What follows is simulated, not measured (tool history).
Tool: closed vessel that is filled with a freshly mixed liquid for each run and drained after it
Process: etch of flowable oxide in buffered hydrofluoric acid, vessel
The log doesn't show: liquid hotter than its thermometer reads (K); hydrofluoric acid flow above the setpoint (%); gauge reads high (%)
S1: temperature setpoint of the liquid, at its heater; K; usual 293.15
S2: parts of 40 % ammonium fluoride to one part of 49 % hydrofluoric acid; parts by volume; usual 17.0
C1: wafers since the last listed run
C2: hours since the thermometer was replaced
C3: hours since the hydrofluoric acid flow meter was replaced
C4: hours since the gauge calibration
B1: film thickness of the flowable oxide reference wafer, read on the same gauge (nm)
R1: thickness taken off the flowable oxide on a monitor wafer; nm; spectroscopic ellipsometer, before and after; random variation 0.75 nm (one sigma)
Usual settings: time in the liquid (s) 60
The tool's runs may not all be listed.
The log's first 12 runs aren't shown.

{"run": 13, "hour": 513.2, "S1": 293.15, "S2": 17.0, "time in the liquid (s)": 60, "C1": 2457, "C2": 196.9, "C3": 336.2, "C4": 1138.1, "B1": 120.0, "R1": 90.39}
{"run": 14, "hour": 572.6, "S1": 296.65, "S2": 14.5, "time in the liquid (s)": 85, "C1": 5232, "C2": 256.3, "C3": 395.6, "C4": 1197.5, "B1": 119.99, "R1": 182.21}
{"run": 15, "hour": 602.7, "S1": 291.65, "S2": 17.0, "time in the liquid (s)": 80, "C1": 2651, "C2": 286.4, "C3": 425.7, "C4": 1227.6, "B1": 120.02, "R1": 114.7}
{"run": 16, "hour": 658.3, "S1": 290.15, "S2": 24.0, "time in the liquid (s)": 35, "C1": 4898, "C2": 342.0, "C3": 481.3, "C4": 1283.2, "B1": 119.95, "R1": 33.66}
{"hour": 663.5, "done": "hydrofluoric acid flow meter replaced"}
{"hour": 676.3, "done": "gauge calibrated"}
{"run": 17, "hour": 712.2, "S1": 293.15, "S2": 17.0, "time in the liquid (s)": 60, "C1": 4660, "C2": 395.9, "C3": 48.7, "C4": 35.9, "B1": 119.97, "R1": 89.13}
{"run": 18, "hour": 770.6, "S1": 293.15, "S2": 17.0, "time in the liquid (s)": 30, "C1": 5144, "C2": 454.3, "C3": 107.1, "C4": 94.3, "B1": 119.99, "R1": 45.44}
{"run": 19, "hour": 807.0, "S1": 298.15, "S2": 17.0, "time in the liquid (s)": 30, "C1": 3206, "C2": 490.7, "C3": 143.5, "C4": 130.7, "B1": 120.03, "R1": 59.64}
{"run": 20, "hour": 950.0, "S1": 296.15, "S2": 22.0, "time in the liquid (s)": 70, "C1": 12597, "C2": 633.7, "C3": 286.5, "C4": 273.7, "B1": 120.01, "R1": 102.97}
{"run": 21, "hour": 1008.7, "S1": 293.15, "S2": 11.0, "time in the liquid (s)": 40, "C1": 5171, "C2": 692.4, "C3": 345.2, "C4": 332.4, "B1": 120.0, "R1": 96.62}
{"run": 22, "hour": 1061.7, "S1": 290.65, "S2": 17.0, "time in the liquid (s)": 60, "C1": 4668, "C2": 745.4, "C3": 398.2, "C4": 385.4, "B1": 120.0, "R1": 83.14}
{"run": 23, "hour": 1086.4, "S1": 293.15, "S2": 20.0, "time in the liquid (s)": 45, "C1": 2175, "C2": 770.1, "C3": 422.9, "C4": 410.1, "B1": 119.95, "R1": 60.83}
{"hour": 1109.0, "done": "hydrofluoric acid flow meter replaced"}
{"run": 24, "hour": 1113.3, "S1": 293.15, "S2": 13.5, "time in the liquid (s)": 60, "C1": 2281, "C2": 797.0, "C3": 4.3, "C4": 437.0, "B1": 120.02, "R1": 114.14}
{"run": 25, "hour": 1182.7, "S1": 293.15, "S2": 11.5, "time in the liquid (s)": 30, "C1": 6113, "C2": 866.4, "C3": 73.7, "C4": 506.4, "B1": 119.98, "R1": 67.35}
{"run": 26, "hour": 1210.6, "S1": 293.15, "S2": 17.0, "time in the liquid (s)": 60, "C1": 2457, "C2": 894.3, "C3": 101.6, "C4": 534.3, "B1": 120.0, "R1": 93.42}
{"run": 27, "hour": 1270.0, "S1": 293.15, "S2": 20.0, "time in the liquid (s)": 90, "C1": 5232, "C2": 953.7, "C3": 161.0, "C4": 593.7, "B1": 119.96, "R1": 119.2}
{"run": 28, "hour": 1312.6, "S1": 296.65, "S2": 14.5, "time in the liquid (s)": 85, "C1": 3752, "C2": 996.3, "C3": 203.6, "C4": 636.3, "B1": 120.0, "R1": 188.93}
{"run": 29, "hour": 1351.4, "S1": 293.15, "S2": 17.0, "time in the liquid (s)": 60, "C1": 3418, "C2": 1035.1, "C3": 242.4, "C4": 675.1, "B1": 119.97, "R1": 95.44}
{"run": 30, "hour": 1416.5, "S1": 293.15, "S2": 17.0, "time in the liquid (s)": 60, "C1": 5734, "C2": 1100.2, "C3": 307.5, "C4": 740.2, "B1": 119.99, "R1": 94.55}
{"run": 31, "hour": 1477.9, "S1": 293.15, "S2": 17.0, "time in the liquid (s)": 60, "C1": 5408, "C2": 1161.6, "C3": 368.9, "C4": 801.6, "B1": 119.93, "R1": 97.2}
{"run": 32, "hour": 1528.6, "S1": 293.15, "S2": 17.0, "time in the liquid (s)": 60, "C1": 4466, "C2": 1212.3, "C3": 419.6, "C4": 852.3, "B1": 120.02, "R1": 97.83}

5 ways to go on from here, each from the tool as it stands after run 32. What would each give?
{"run": "A", "hour": 1529.3, "S1": 293.15, "S2": 17.0, "time in the liquid (s)": 60, "C1": 61, "C2": 1213.0, "C3": 420.3, "C4": 853.0, "B1": "?", "R1": "?"}
{"run": "B", "hour": 1529.3, "S1": 295.15, "S2": 17.0, "time in the liquid (s)": 60, "C1": 61, "C2": 1213.0, "C3": 420.3, "C4": 853.0, "B1": "?", "R1": "?"}
{"run": "C", "hour": 1529.3, "S1": 293.15, "S2": 20.5, "time in the liquid (s)": 60, "C1": 61, "C2": 1213.0, "C3": 420.3, "C4": 853.0, "B1": "?", "R1": "?"}
{"run": "D", "hour": 1529.3, "S1": 293.15, "S2": 23.0, "time in the liquid (s)": 60, "C1": 61, "C2": 1213.0, "C3": 420.3, "C4": 853.0, "B1": "?", "R1": "?"}
{"run": "E", "hour": 1529.3, "S1": 293.15, "S2": 17.0, "time in the liquid (s)": 45, "C1": 61, "C2": 1213.0, "C3": 420.3, "C4": 853.0, "B1": "?", "R1": "?"}

run=A B1=120.01 R1=98.89
run=B B1=120.01 R1=110.41
run=C B1=120.01 R1=82.22
run=D B1=120.01 R1=75.54
run=E B1=120.01 R1=74.17
Without the tool's hidden state the same runs would have given:
run=A R1=85.96
run=B R1=96.09
run=C R1=71.98
run=D R1=66.48
run=E R1=64.47
